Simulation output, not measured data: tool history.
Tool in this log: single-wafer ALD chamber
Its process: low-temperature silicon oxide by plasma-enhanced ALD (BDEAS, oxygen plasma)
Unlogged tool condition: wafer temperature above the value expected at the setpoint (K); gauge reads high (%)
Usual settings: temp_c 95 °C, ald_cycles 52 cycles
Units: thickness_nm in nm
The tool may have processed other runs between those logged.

run    day  temp_c  ald_cycles  wafers since the last listed run  hours since the last thermocouple change  hours since the gauge calibration  read-back reference wafer on the same gauge, thickness_nm  thickness_nm
  1      0      90          52                                 0                                      1468                               64.8                                                      8.938         8.595
  2  0.529      88          47                                70                                    1480.7                               77.5                                                      8.945         7.813
  3   1.05      88          47                                69                                    1493.2                                 90                                                      8.948         7.817
  4  1.525      88          47                                63                                    1504.6                              101.4                                                      8.954         7.813
  5  2.208      86          57                                91                                      1521                              117.8                                                      8.955         9.533
  6  2.642      86          57                                57                                    1531.4                              128.2                                                      8.962         9.553
  7  3.267     103          52                                83                                    1546.4                              143.2                                                       8.96         8.224
  8  5.108     103          52                               246                                    1590.6                              187.4                                                      8.987         8.269
     5.767  -- thermocouple changed; heater temperature recalibrated
  9  5.788      87          52                                46                                       0.5                              203.7                                                      8.997         8.735
 10  5.829     100          58                                 5                                       1.5                              204.7                                                      9.002         9.315
 11  6.233     101          62                                54                                      11.2                              214.4                                                      9.006          9.95
     6.433  -- gauge calibrated
 12  6.938      95          49                                94                                      28.1                               12.1                                                      8.927         7.921
 13  7.304      95          57                                49                                      36.9                               20.9                                                      8.932         9.202
 14    7.9      86          57                                79                                      51.2                               35.2                                                      8.932          9.55
 15  8.625     101          55                                96                                      68.6                               52.6                                                      8.942         8.713
 16  9.279      95          52                                87                                      84.3                               68.3                                                      8.936         8.441
 17   9.95      83          48                                89                                     100.4                               84.4                                                      8.947         8.122

Predict each of these 5 candidate next runs independently; none follows another, all start after run 17:
  A  9.971      95          52                                 2                                     100.9                               84.9                                                          ?             ?
  B  9.971     103          44                                 2                                     100.9                               84.9                                                          ?             ?
  C  9.971      80          55                                 2                                     100.9                               84.9                                                          ?             ?
  D  9.971     104          52                                 2                                     100.9                               84.9                                                          ?             ?
  E  9.971      95          62                                 2                                     100.9                               84.9                                                          ?             ?

run  read-back reference wafer on the same gauge, thickness_nm  thickness_nm
  A                                                      8.946         8.425
  B                                                      8.946         6.963
  C                                                      8.946         9.391
  D                                                      8.946         8.214
  E                                                      8.946        10.045
Without the tool's hidden state the same runs would have given:
run  thickness_nm
  A         8.412
  B         6.952
  C         9.376
  D         8.201
  E        10.029
